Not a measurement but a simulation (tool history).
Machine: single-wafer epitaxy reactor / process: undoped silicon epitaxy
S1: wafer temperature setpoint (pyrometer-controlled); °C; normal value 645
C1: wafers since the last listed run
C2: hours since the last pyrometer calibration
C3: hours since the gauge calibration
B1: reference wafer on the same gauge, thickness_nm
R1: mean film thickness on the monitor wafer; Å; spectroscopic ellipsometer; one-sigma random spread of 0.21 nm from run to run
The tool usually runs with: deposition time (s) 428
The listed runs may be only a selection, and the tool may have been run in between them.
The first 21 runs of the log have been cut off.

run 22 hour=1770.4 | S1=630 deposition_time_(s)=399 | C1=415 C2=171.6 C3=450.3 | B1=61.402 | R1=439.36
run 23 hour=1816.8 | S1=655 deposition_time_(s)=368 | C1=210 C2=218.0 C3=496.7 | B1=61.425 | R1=656.90
run 24 hour=2135.9 | S1=645 deposition_time_(s)=494 | C1=1449 C2=537.1 C3=815.8 | B1=61.853 | R1=731.57
run 25 hour=2180.1 | S1=655 deposition_time_(s)=362 | C1=200 C2=581.3 C3=860.0 | B1=61.948 | R1=655.09
run 26 hour=2244.2 | S1=655 deposition_time_(s)=362 | C1=291 C2=645.4 C3=924.1 | B1=61.933 | R1=653.33
run 27 hour=2336.4 | S1=645 deposition_time_(s)=428 | C1=418 C2=737.6 C3=1016.3 | B1=62.081 | R1=640.75
run 28 hour=2426.2 | S1=659 deposition_time_(s)=373 | C1=407 C2=827.4 C3=1106.1 | B1=62.220 | R1=730.02
run 29 hour=2486.9 | S1=652 deposition_time_(s)=512 | C1=275 C2=888.1 C3=1166.8 | B1=62.218 | R1=879.76
run 30 hour=2545.2 | S1=632 deposition_time_(s)=428 | C1=264 C2=946.4 C3=1225.1 | B1=62.316 | R1=500.30
run 31 hour=2612.2 | S1=645 deposition_time_(s)=512 | C1=304 C2=1013.4 C3=1292.1 | B1=62.363 | R1=764.95
run 32 hour=2694.3 | S1=633 deposition_time_(s)=376 | C1=372 C2=1095.5 C3=1374.2 | B1=62.501 | R1=447.06
run 33 hour=2766.8 | S1=645 deposition_time_(s)=486 | C1=329 C2=1168.0 C3=1446.7 | B1=62.549 | R1=728.39
run 34 hour=2832.8 | S1=645 deposition_time_(s)=428 | C1=299 C2=1234.0 C3=1512.7 | B1=62.648 | R1=647.33
run 35 hour=2905.1 | S1=659 deposition_time_(s)=373 | C1=328 C2=1306.3 C3=1585.0 | B1=62.782 | R1=730.07
run 36 hour=3010.6 | S1=645 deposition_time_(s)=485 | C1=479 C2=1411.8 C3=1690.5 | B1=62.984 | R1=730.71
-- hour=3048.3 gauge calibrated
run 37 hour=3061.3 | S1=645 deposition_time_(s)=364 | C1=230 C2=1462.5 C3=13.0 | B1=60.796 | R1=532.22
run 38 hour=3157.2 | S1=645 deposition_time_(s)=450 | C1=435 C2=1558.4 C3=108.9 | B1=61.034 | R1=660.59
-- hour=3185.8 pyrometer calibrated
run 39 hour=3255.9 | S1=645 deposition_time_(s)=364 | C1=411 C2=70.1 C3=207.6 | B1=61.203 | R1=534.77
run 40 hour=3305.9 | S1=634 deposition_time_(s)=398 | C1=227 C2=120.1 C3=257.6 | B1=61.243 | R1=472.38
run 41 hour=3392.7 | S1=645 deposition_time_(s)=428 | C1=394 C2=206.9 C3=344.4 | B1=61.282 | R1=633.32
run 42 hour=3490.3 | S1=645 deposition_time_(s)=391 | C1=443 C2=304.5 C3=442.0 | B1=61.363 | R1=577.77

Below are 5 alternative next runs, each starting from the tool's condition after run 42. Predict each:
run A hour=3490.8 | S1=645 deposition_time_(s)=358 | C1=2 C2=305.0 C3=442.5 | B1=? | R1=?
run B hour=3490.8 | S1=654 deposition_time_(s)=358 | C1=2 C2=305.0 C3=442.5 | B1=? | R1=?
run C hour=3490.8 | S1=636 deposition_time_(s)=388 | C1=2 C2=305.0 C3=442.5 | B1=? | R1=?
run D hour=3490.8 | S1=637 deposition_time_(s)=352 | C1=2 C2=305.0 C3=442.5 | B1=? | R1=?
run E hour=3490.8 | S1=658 deposition_time_(s)=428 | C1=2 C2=305.0 C3=442.5 | B1=? | R1=?

run=A B1=61.493 R1=528.24
run=B B1=61.493 R1=627.97
run=C B1=61.493 R1=480.13
run=D B1=61.493 R1=444.25
run=E B1=61.493 R1=809.98
Without the tool's unlogged condition, the same runs would have read:
run=A R1=522.92
run=B R1=621.66
run=C R1=475.30
run=D R1=439.78
run=E R1=801.83
